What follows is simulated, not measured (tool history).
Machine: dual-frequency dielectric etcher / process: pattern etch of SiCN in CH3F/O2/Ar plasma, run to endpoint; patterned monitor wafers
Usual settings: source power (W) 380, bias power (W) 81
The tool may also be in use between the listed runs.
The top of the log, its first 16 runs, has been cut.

run,hour,source power (W),bias power (W),wafers since the last listed run,hours since the last wet clean,hours since the last source power generator calibration,hours since the last bias power generator calibration,hours since the last upper electrode change,"incoming incoming film thickness, nm",endpoint time (s)
17,1073.4,380,81,1187,115.4,4186.7,4675.9,3189.5,11.56,30.6
# hour 1184.9: bias power generator calibrated
18,1193.0,340,74,1705,235.0,4306.3,8.1,3309.1,11.54,32.8
19,1278.2,380,67,1256,320.2,4391.5,93.3,3394.3,11.46,33.0
20,1382.9,310,67,1544,424.9,4496.2,198.0,3499.0,11.55,36.3
21,1471.6,380,81,1308,513.6,4584.9,286.7,3587.7,11.51,31.3
22,1525.6,450,100,796,567.6,4638.9,340.7,3641.7,11.39,27.1
# hour 1550.2: wet clean of the chamber
23,1610.8,310,93,902,60.6,4724.1,425.9,3726.9,11.45,30.4
# hour 1674.6: source power generator calibrated
24,1704.0,380,67,1315,153.8,29.4,519.1,3820.1,11.52,32.5
# hour 1813.8: upper electrode replaced
25,1814.3,380,81,1273,264.1,139.7,629.4,0.5,11.57,30.8
26,2112.3,320,98,4396,562.1,437.7,927.4,298.5,11.47,30.6
# hour 2148.7: wet clean of the chamber
27,2209.8,350,70,1084,61.1,535.2,1024.9,396.0,11.53,32.9
28,2302.4,310,63,1366,153.7,627.8,1117.5,488.6,11.59,35.9
29,2338.5,380,81,532,189.8,663.9,1153.6,524.7,11.44,30.4
30,2400.1,380,81,908,251.4,725.5,1215.2,586.3,11.49,30.5
31,2489.7,380,99,1321,341.0,815.1,1304.8,675.9,11.55,28.4
32,2533.2,430,64,641,384.5,858.6,1348.3,719.4,11.49,32.6
33,2620.6,290,96,1289,471.9,946.0,1435.7,806.8,11.50,32.1
# hour 2680.6: wet clean of the chamber
34,2681.1,380,100,538,0.5,1006.5,1496.2,867.3,11.47,27.4

Below are 3 alternative next runs, each starting from the tool's condition after run 34. Predict each:
A,2681.5,380,81,5,0.9,1006.9,1496.6,867.7,11.45,?
B,2681.5,300,86,5,0.9,1006.9,1496.6,867.7,11.45,?
C,2681.5,340,95,5,0.9,1006.9,1496.6,867.7,11.45,?

run,endpoint time (s)
A,29.6
B,31.3
C,28.9
With no hidden state in the tool, these same runs would have given:
run,endpoint time (s)
A,29.7
B,31.4
C,29.0
